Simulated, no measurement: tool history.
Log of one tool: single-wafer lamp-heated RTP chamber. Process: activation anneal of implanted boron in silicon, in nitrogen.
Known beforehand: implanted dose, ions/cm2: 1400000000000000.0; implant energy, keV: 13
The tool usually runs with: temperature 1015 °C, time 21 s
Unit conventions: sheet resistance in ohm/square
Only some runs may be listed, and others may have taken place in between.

run      day  temperature  time  wafers since the last listed run  wafers since the last pyrometer calibration  wafers since the reflector plate was cleaned  hours since the gauge calibration  read-back reference wafer on the same gauge, sheet resistance  sheet resistance
  1        0         1015    14                                 0                                         4464                                          3957                             2597.5                                                         111.97            105.06
  2    3.271         1015    14                              1175                                         5639                                          5132                               2676                                                         112.01            104.42
  3    7.675         1015    21                              1582                                         7222                                          6715                             2781.7                                                         111.97            101.91
       9.862  -- pyrometer window cleaned and pyrometer calibrated
  4   11.058         1015    21                              1096                                          430                                          7811                             2862.9                                                         112.03            104.41
  5   14.025         1015    21                              1066                                         1496                                          8878                             2934.1                                                         111.91            104.16
      17.279  -- reflector plate cleaned
  6   17.904         1015    21                              1274                                         2771                                           224                             3027.2                                                         112.06            105.41
  7    21.25         1015    21                              1202                                         3973                                          1427                             3107.5                                                         112.12            105.21
  8   22.783         1015    21                               551                                         4524                                          1978                             3144.3                                                         111.95            104.38
  9   25.579         1015    27                              1004                                         5529                                          2983                             3211.4                                                         112.07            102.74
 10   29.221         1015    31                              1308                                         6838                                          4292                             3298.8                                                         112.05            101.14
 11   33.142         1015    31                              1409                                         8247                                          5701                             3392.9                                                         112.07             99.53
      36.467  -- pyrometer window cleaned and pyrometer calibrated
 12   36.488         1015    31                              1082                                            6                                          6783                             3473.2                                                         111.96             103.2
 13   39.758         1015    25                              1175                                         1182                                          7959                             3551.7                                                         111.91            103.72
 14   43.212         1015    21                              1241                                         2423                                          9201                             3634.6                                                         111.93            103.85
      45.025  -- reflector plate cleaned
 15   46.292         1015    21                               986                                         3410                                           455                             3708.5                                                         112.03            105.48
 16   48.142         1015    21                               664                                         4075                                          1120                             3752.9                                                         111.97            104.13
 17     50.4         1029    10                               811                                         4887                                          1931                             3807.1                                                         112.05            104.36
      50.946  -- gauge calibrated
 18   53.396         1026    21                              1076                                         5964                                          3008                               58.8                                                         111.93            100.89
 19   55.896         1003    11                               898                                         6862                                          3907                              118.8                                                            112            108.48
      59.342  -- pyrometer window cleaned and pyrometer calibrated
 20   60.104         1015    11                              1392                                          274                                          5300                              219.8                                                         112.07            107.11
      71.388  -- reflector plate cleaned
 21   71.696         1015    21                              4046                                         4320                                           111                                498                                                         111.96            105.01
 22   77.679         1031     9                              2150                                         6471                                          2261                              641.6                                                         111.86            103.07
 23   80.729         1015    12                              1096                                         7567                                          3357                              714.8                                                         111.94               104
 24   84.425         1015    21                              1328                                         8895                                          4686                              803.5                                                         111.92            101.92
      85.562  -- pyrometer window cleaned and pyrometer calibrated
 25   87.921         1006    16                              1136                                          847                                          5822                              887.4                                                         112.11            108.29
 26   90.871          997    26                              1060                                         1907                                          6883                              958.2                                                         112.06             108.7
 27   94.404         1042    21                              1269                                         3177                                          8152                               1043                                                         111.93             97.97
 28   98.092         1034    34                              1325                                         4502                                          9478                             1131.5                                                         111.95             97.24
     101.654  -- reflector plate cleaned
 29  101.675         1029    27                              1168                                         5670                                             7                             1217.5                                                         112.12            100.12
 30  105.133         1033    21                              1242                                         6913                                          1250                             1300.5                                                            112             99.95
 31  107.088         1015    10                               702                                         7616                                          1952                             1347.4                                                         111.92            104.88
     109.879  -- pyrometer window cleaned and pyrometer calibrated
 32    120.1         1015    21                              4557                                         3673                                          6509                             1659.7                                                         111.95            103.69

Hidden state, per run?
gauge reads high (%): 0, the same for each run
H1: true wafer temperature minus pyrometer reading, K
H2: wafer temperature error from the tarnished reflector plate, K
run     H1     H2
  1   5.25   6.52
  2   7.11   7.27
  3   10.3   7.93
  4  0.548   8.26
  5   0.86   8.46
  6   1.79   1.55
  7   3.07      4
  8    3.8   4.85
  9   5.38   6.07
 10   7.89   7.19
 11   11.2   7.97
 12  0.371   8.42
 13  0.584   8.72
 14   1.27   8.94
 15   2.27    2.3
 16   3.05   3.67
 17   4.19   4.99
 18   6.01   6.31
 19   7.79   7.11
 20   1.81   8.05
 21    4.8   1.59
 22   8.41   5.56
 23   10.8   6.77
 24   14.2   7.77
 25   1.01    8.4
 26   1.45   8.77
 27   2.43   9.08
 28   3.98    9.3
 29      6  0.308
 30   8.43   3.01
 31     10   4.13
 32   2.07   7.64
